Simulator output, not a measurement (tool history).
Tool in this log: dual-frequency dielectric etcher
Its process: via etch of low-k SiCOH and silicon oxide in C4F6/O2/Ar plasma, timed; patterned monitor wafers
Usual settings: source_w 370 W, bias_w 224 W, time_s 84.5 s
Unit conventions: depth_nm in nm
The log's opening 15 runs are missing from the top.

run   hour  source_w  bias_w  time_s  wafers since the last listed run  hours since the last wet clean  hours since the last source power generator calibration  hours since the last bias power generator calibration  hours since the last upper electrode change  hours since the gauge calibration  read-back reference wafer on the same gauge, depth_nm  depth_nm
 16  327.7       400     244    69.5                               107                           274.5                                                   2130.1                                                  236.1                                         17.8                              139.4                                                  246.3     206.8
 17    379       340     277   103.5                               400                           325.8                                                   2181.4                                                  287.4                                         69.1                              190.7                                                  247.2     295.5
 18  410.9       410     258      96                               248                           357.7                                                   2213.3                                                  319.3                                          101                              222.6                                                  247.3     292.7
     425.9  -- source power generator calibrated
 19  434.1       370     271    72.5                               149                           380.9                                                      8.2                                                  342.5                                        124.2                              245.8                                                  246.9     215.6
     458.2  -- wet clean of the chamber
 20  459.5       370     196    84.5                                10                             1.3                                                     33.6                                                  367.9                                        149.6                              271.2                                                  247.4     227.6
 21  489.9       410     224      75                               237                            31.7                                                       64                                                  398.3                                          180                              301.6                                                  246.5     216.8
 22  523.7       400     262      74                               263                            65.5                                                     97.8                                                  432.1                                        213.8                              335.4                                                  246.6       220
 23  536.6       420     244    76.5                               100                            78.4                                                    110.7                                                    445                                        226.7                              348.3                                                    247     228.8
 24  567.6       370     224    84.5                               241                           109.4                                                    141.7                                                    476                                        257.7                              379.3                                                  246.9     235.9
 25  602.5       370     224    84.5                               272                           144.3                                                    176.6                                                  510.9                                        292.6                              414.2                                                  247.5       236
 26  617.7       370     224    84.5                               118                           159.5                                                    191.8                                                  526.1                                        307.8                              429.4                                                  246.5     236.5
 27    650       370     224    84.5                               251                           191.8                                                    224.1                                                  558.4                                        340.1                              461.7                                                    247     235.4
 28    683       340     209    84.5                               257                           224.8                                                    257.1                                                  591.4                                        373.1                              494.7                                                  247.2     225.4
 29  718.5       340     277    84.5                               276                           260.3                                                    292.6                                                  626.9                                        408.6                              530.2                                                    247     238.2
 30  740.4       370     224      66                               170                           282.2                                                    314.5                                                  648.8                                        430.5                              552.1                                                  247.2     185.1

Branching from run 30: 4 alternative next runs. What would each branch give?
  A  740.8       370     224    84.5                                 3                           282.6                                                    314.9                                                  649.2                                        430.9                              552.5                                                      ?         ?
  B  740.8       300     189    91.5                                 3                           282.6                                                    314.9                                                  649.2                                        430.9                              552.5                                                      ?         ?
  C  740.8       290     199      95                                 3                           282.6                                                    314.9                                                  649.2                                        430.9                              552.5                                                      ?         ?
  D  740.8       290     210     106                                 3                           282.6                                                    314.9                                                  649.2                                        430.9                              552.5                                                      ?         ?

run  read-back reference wafer on the same gauge, depth_nm  depth_nm
  A                                                    247     239.4
  B                                                    247     227.5
  C                                                    247     234.6
  D                                                    247     264.5
What these runs would have given with no unlogged condition in the tool:
run  depth_nm
  A       234
  B     222.4
  C     229.3
  D     258.5
